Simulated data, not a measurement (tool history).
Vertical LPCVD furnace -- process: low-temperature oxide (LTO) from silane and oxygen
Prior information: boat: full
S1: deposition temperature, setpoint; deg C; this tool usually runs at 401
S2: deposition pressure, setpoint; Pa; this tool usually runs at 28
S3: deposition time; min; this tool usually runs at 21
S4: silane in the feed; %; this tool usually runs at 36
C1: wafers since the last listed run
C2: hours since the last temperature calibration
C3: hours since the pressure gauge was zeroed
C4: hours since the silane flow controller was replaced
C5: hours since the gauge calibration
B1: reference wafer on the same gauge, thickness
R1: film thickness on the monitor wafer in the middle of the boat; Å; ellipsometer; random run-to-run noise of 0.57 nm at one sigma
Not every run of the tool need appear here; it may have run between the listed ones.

run 1 hour=0 | S1=401 S2=22.7 S3=25.5 S4=36 | C1=0 C2=3594.6 C3=1787.4 C4=1127.3 C5=887.3 | B1=163.16 | R1=1494.4
run 2 hour=63.4 | S1=401 S2=22.7 S3=25.5 S4=36 | C1=1132 C2=3658 C3=1850.8 C4=1190.7 C5=950.7 | B1=163.04 | R1=1490.9
run 3 hour=153.8 | S1=401 S2=32 S3=21 S4=36 | C1=1614 C2=3748.4 C3=1941.2 C4=1281.1 C5=1041.1 | B1=163.17 | R1=1719.3
run 4 hour=245.4 | S1=401 S2=32 S3=21 S4=36 | C1=1636 C2=3840 C3=2032.8 C4=1372.7 C5=1132.7 | B1=163.23 | R1=1734.3
run 5 hour=329.3 | S1=401 S2=28 S3=21 S4=36 | C1=1498 C2=3923.9 C3=2116.7 C4=1456.6 C5=1216.6 | B1=163.04 | R1=1523
run 6 hour=372.8 | S1=401 S2=28 S3=21 S4=36 | C1=776 C2=3967.4 C3=2160.2 C4=1500.1 C5=1260.1 | B1=163.07 | R1=1525.3
run 7 hour=468.5 | S1=401 S2=28 S3=27.5 S4=39 | C1=1709 C2=4063.1 C3=2255.9 C4=1595.8 C5=1355.8 | B1=162.83 | R1=2196.4
run 8 hour=521.5 | S1=401 S2=28 S3=21 S4=36 | C1=946 C2=4116.1 C3=2308.9 C4=1648.8 C5=1408.8 | B1=163.1 | R1=1535.7
run 9 hour=759.5 | S1=401 S2=28 S3=21 S4=36 | C1=4250 C2=4354.1 C3=2546.9 C4=1886.8 C5=1646.8 | B1=162.86 | R1=1530.7
run 10 hour=805.9 | S1=401 S2=28 S3=21 S4=36 | C1=828 C2=4400.5 C3=2593.3 C4=1933.2 C5=1693.2 | B1=162.85 | R1=1539.5
-- hour=889.3 pressure gauge zeroed
run 11 hour=890.2 | S1=401 S2=26 S3=21 S4=41 | C1=1076 C2=4484.8 C3=0.9 C4=2017.5 C5=1777.5 | B1=163.31 | R1=1670.7
run 12 hour=968.6 | S1=401 S2=26 S3=21 S4=41 | C1=1400 C2=4563.2 C3=79.3 C4=2095.9 C5=1855.9 | B1=163.15 | R1=1661
run 13 hour=1062.9 | S1=401 S2=26 S3=21 S4=41 | C1=1684 C2=4657.5 C3=173.6 C4=2190.2 C5=1950.2 | B1=162.83 | R1=1683.2
-- hour=1268.7 thermocouples replaced and temperature profile calibrated
run 14 hour=1338.5 | S1=409 S2=23.3 S3=21 S4=36 | C1=4493 C2=69.8 C3=449.2 C4=2465.8 C5=2225.8 | B1=163.02 | R1=1355.5
run 15 hour=1375.4 | S1=409 S2=28 S3=17.5 S4=32 | C1=659 C2=106.7 C3=486.1 C4=2502.7 C5=2262.7 | B1=163.02 | R1=1154
run 16 hour=1459.4 | S1=407 S2=31.3 S3=16 S4=36 | C1=1500 C2=190.7 C3=570.1 C4=2586.7 C5=2346.7 | B1=162.96 | R1=1354.7
-- hour=1501.1 silane flow controller replaced
run 17 hour=1561.1 | S1=401 S2=21.3 S3=21 S4=31 | C1=1387 C2=292.4 C3=671.8 C4=60 C5=2448.4 | B1=163.07 | R1=923.3
-- hour=1602.1 gauge calibrated
run 18 hour=1651.7 | S1=394 S2=22.7 S3=27.5 S4=43 | C1=1618 C2=383 C3=762.4 C4=150.6 C5=49.6 | B1=163.11 | R1=1804.9
run 19 hour=1707.3 | S1=401 S2=28 S3=21 S4=36 | C1=993 C2=438.6 C3=818 C4=206.2 C5=105.2 | B1=163.38 | R1=1476.1
run 20 hour=1786.1 | S1=401 S2=28 S3=21 S4=36 | C1=1407 C2=517.4 C3=896.8 C4=285 C5=184 | B1=162.83 | R1=1489
run 21 hour=1838.1 | S1=391 S2=28 S3=21 S4=36 | C1=928 C2=569.4 C3=948.8 C4=337 C5=236 | B1=162.74 | R1=1319.5
run 22 hour=1927.5 | S1=401 S2=25.3 S3=21 S4=36 | C1=1596 C2=658.8 C3=1038.2 C4=426.4 C5=325.4 | B1=162.95 | R1=1345.1
run 23 hour=2035.4 | S1=407 S2=28 S3=21 S4=41 | C1=1927 C2=766.7 C3=1146.1 C4=534.3 C5=433.3 | B1=162.64 | R1=1866.7
run 24 hour=2139.9 | S1=397 S2=28 S3=21 S4=36 | C1=1866 C2=871.2 C3=1250.6 C4=638.8 C5=537.8 | B1=162.99 | R1=1414.5
run 25 hour=2186.7 | S1=401 S2=22 S3=21 S4=36 | C1=835 C2=918 C3=1297.4 C4=685.6 C5=584.6 | B1=162.89 | R1=1170
run 26 hour=2257.6 | S1=401 S2=28 S3=21 S4=36 | C1=1266 C2=988.9 C3=1368.3 C4=756.5 C5=655.5 | B1=162.87 | R1=1490.6
run 27 hour=2297.6 | S1=401 S2=28 S3=21 S4=36 | C1=714 C2=1028.9 C3=1408.3 C4=796.5 C5=695.5 | B1=163.07 | R1=1487.2

Each row is a separate what-if for the run after 27, all from the same tool condition, not one after another. Results?
run A hour=2302 | S1=401 S2=28 S3=14 S4=36 | C1=78 C2=1033.3 C3=1412.7 C4=800.9 C5=699.9 | B1=? | R1=?
run B hour=2302 | S1=401 S2=28 S3=21 S4=30 | C1=78 C2=1033.3 C3=1412.7 C4=800.9 C5=699.9 | B1=? | R1=?
run C hour=2302 | S1=389 S2=28 S3=13.5 S4=36 | C1=78 C2=1033.3 C3=1412.7 C4=800.9 C5=699.9 | B1=? | R1=?
run D hour=2302 | S1=390 S2=34 S3=25 S4=33 | C1=78 C2=1033.3 C3=1412.7 C4=800.9 C5=699.9 | B1=? | R1=?
run E hour=2302 | S1=401 S2=30.7 S3=28.5 S4=36 | C1=78 C2=1033.3 C3=1412.7 C4=800.9 C5=699.9 | B1=? | R1=?

run=A B1=163.04 R1=991.9
run=B B1=163.04 R1=1156
run=C B1=163.04 R1=832.5
run=D B1=163.04 R1=1680.4
run=E B1=163.04 R1=2211.6
With no hidden state in the tool, these same runs would have given:
run=A R1=984.3
run=B R1=1146.6
run=C R1=825.8
run=D R1=1666.5
run=E R1=2194.5

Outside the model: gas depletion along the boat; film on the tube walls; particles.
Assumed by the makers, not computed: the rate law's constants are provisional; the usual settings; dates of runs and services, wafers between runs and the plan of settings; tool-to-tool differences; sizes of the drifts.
